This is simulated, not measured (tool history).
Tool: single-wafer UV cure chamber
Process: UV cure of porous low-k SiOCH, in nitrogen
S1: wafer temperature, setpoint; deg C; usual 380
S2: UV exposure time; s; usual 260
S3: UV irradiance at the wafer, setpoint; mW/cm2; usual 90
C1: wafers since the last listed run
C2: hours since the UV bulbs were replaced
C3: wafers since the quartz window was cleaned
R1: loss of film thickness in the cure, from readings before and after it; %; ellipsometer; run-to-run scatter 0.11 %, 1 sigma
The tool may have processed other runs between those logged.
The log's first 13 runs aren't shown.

run	day	S1	S2	S3	C1	C2	C3	R1
14	5.954	380	260	105	52	2447.8	3162	10.006
15	6.267	380	260	77	58	2455.3	3220	8.499
16	6.779	380	260	77	95	2467.6	3316	8.512
17	7.521	380	260	80	138	2485.4	3454	8.417
18	8.117	380	260	80	110	2499.7	3565	8.56
# day 9.092: UV bulbs replaced
19	9.112	380	260	90	123	0.5	3688	11.3
20	9.338	380	260	90	41	5.9	3730	11.325
21	10.004	380	260	90	124	21.9	3854	11.408
# day 10.596: quartz window cleaned
22	10.717	380	260	90	70	39	22	12.583
23	11.217	380	260	90	93	51	115	12.479
24	11.933	380	260	90	133	68.2	249	12.575
25	12.225	380	260	90	54	75.2	303	12.605
26	12.879	380	260	90	121	90.9	425	12.519
27	13.354	380	215	112	88	102.3	513	12.736
28	13.833	380	260	120	89	113.8	602	13.771
29	14.296	400	260	90	86	124.9	688	12.703
30	14.567	369	260	115	50	131.4	739	13.562
31	15.246	380	260	90	126	147.7	865	12.363
32	15.992	380	260	90	138	165.6	1004	12.266
33	16.679	380	260	90	127	182.1	1132	12.354
34	17.271	380	325	90	110	196.3	1242	13.391
35	17.654	365	260	90	71	205.5	1313	11.988
36	18.15	380	315	107	92	217.4	1406	13.823
37	18.704	374	260	90	103	230.7	1509	12.073
38	19.333	370	325	78	117	245.8	1626	12.137

Estimate the outcome of run 39 from the log above:
39	21.583	380	190	90	418	299.8	2045	?

Run 39 came out at R1 10.584 %.
Take away the tool's hidden state, keep the run-to-run variation as it was, and the same run would have given R1 11.261 %.

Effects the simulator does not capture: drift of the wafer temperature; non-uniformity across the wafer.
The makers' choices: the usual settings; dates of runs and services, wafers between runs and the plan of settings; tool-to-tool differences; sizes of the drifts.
